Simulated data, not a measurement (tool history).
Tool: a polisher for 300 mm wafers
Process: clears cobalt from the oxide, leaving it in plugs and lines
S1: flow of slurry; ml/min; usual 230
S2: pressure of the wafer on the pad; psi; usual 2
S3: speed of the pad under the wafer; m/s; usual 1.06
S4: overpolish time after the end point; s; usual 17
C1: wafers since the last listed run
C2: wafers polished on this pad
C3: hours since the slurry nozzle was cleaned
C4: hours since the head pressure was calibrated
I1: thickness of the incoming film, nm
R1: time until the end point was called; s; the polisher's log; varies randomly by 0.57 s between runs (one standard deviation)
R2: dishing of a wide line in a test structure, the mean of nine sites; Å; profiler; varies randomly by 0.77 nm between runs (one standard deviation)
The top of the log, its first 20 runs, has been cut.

Run 21, hour 1173.1: usual settings but S2 1.8 psi; C1 678; C2 2753; C3 779.9; C4 299.2; I1 179.2. Result: R1 42.8 s, R2 303 Å.
Run 22, hour 1220.8: usual settings but S1 185 ml/min; C1 622; C2 3375; C3 827.6; C4 346.9; I1 183.4. Result: R1 39.6 s, R2 318 Å.
Run 23, hour 1295.3: usual settings but S1 295 ml/min, S2 2.3 psi, S3 0.7 m/s, S4 7 s; C1 972; C2 4347; C3 902.1; C4 421.4; I1 177.6. Result: R1 49.4 s, R2 189 Å.
Run 24, hour 1323.6: usual settings but S4 8 s; C1 369; C2 4717; C3 930.4; C4 449.7; I1 180.7. Result: R1 37.8 s, R2 232 Å.
Run 25, hour 1350.9: usual settings but S3 1.3 m/s; C1 356; C2 5073; C3 957.7; C4 477; I1 179. Result: R1 31 s, R2 331 Å.
At hour 1359.7: slurry nozzle cleaned.
At hour 1375.1: worn pad replaced by a new one.
Run 26, hour 1396.6: usual settings; C1 531; C2 280; C3 36.9; C4 522.7; I1 178.1. Result: R1 38 s, R2 322 Å.
Run 27, hour 1429.7: usual settings but S3 0.9 m/s; C1 431; C2 712; C3 70; C4 555.8; I1 180.7. Result: R1 43.7 s, R2 315 Å.
Run 28, hour 1476.6: usual settings but S1 195 ml/min, S3 0.94 m/s; C1 612; C2 1324; C3 116.9; C4 602.7; I1 178.8. Result: R1 42.8 s, R2 300 Å.
Run 29, hour 1526.9: usual settings; C1 656; C2 1981; C3 167.2; C4 653; I1 180.9. Result: R1 37.2 s, R2 306 Å.
Run 30, hour 1578.6: usual settings but S3 0.88 m/s; C1 674; C2 2655; C3 218.9; C4 704.7; I1 178.7. Result: R1 44.9 s, R2 302 Å.
Run 31, hour 1639.9: usual settings but S3 1.4 m/s, S4 11 s; C1 800; C2 3455; C3 280.2; C4 766; I1 181.5. Result: R1 28.7 s, R2 308 Å.
Run 32, hour 1703.1: usual settings but S1 300 ml/min; C1 824; C2 4280; C3 343.4; C4 829.2; I1 178.3. Result: R1 36.9 s, R2 327 Å.
Run 33, hour 1745: usual settings but S2 2.7 psi, S4 9 s; C1 546; C2 4827; C3 385.3; C4 871.1; I1 180.4. Result: R1 28 s, R2 290 Å.
Run 34, hour 1786: usual settings; C1 535; C2 5362; C3 426.3; C4 912.1; I1 176.6. Result: R1 36.8 s, R2 307 Å.

5 options for the next run, each taken on its own from the tool as it stands now. Forecast them:
Run A, hour 1786.4: usual settings; C1 5; C2 5367; C3 426.7; C4 912.5; I1 182.2. Result: R1 ?, R2 ?.
Run B, hour 1786.4: usual settings but S2 2.5 psi; C1 5; C2 5367; C3 426.7; C4 912.5; I1 182.2. Result: R1 ?, R2 ?.
Run C, hour 1786.4: usual settings but S1 180 ml/min, S2 1.8 psi; C1 5; C2 5367; C3 426.7; C4 912.5; I1 182.2. Result: R1 ?, R2 ?.
Run D, hour 1786.4: usual settings but S1 165 ml/min, S2 1.7 psi, S3 1.3 m/s, S4 25 s; C1 5; C2 5367; C3 426.7; C4 912.5; I1 182.2. Result: R1 ?, R2 ?.
Run E, hour 1786.4: usual settings but S1 180 ml/min, S2 1.6 psi, S3 0.92 m/s, S4 10 s; C1 5; C2 5367; C3 426.7; C4 912.5; I1 182.2. Result: R1 ?, R2 ?.

run    R1   R2
  A  38.2  319
  B    31  333
  C  43.1  309
  D  37.3  342
  E  55.3  218
Without the tool's hidden state the same runs would have given:
run    R1   R2
  A  38.2  319
  B    31  333
  C  43.1  309
  D  37.3  342
  E  55.3  218
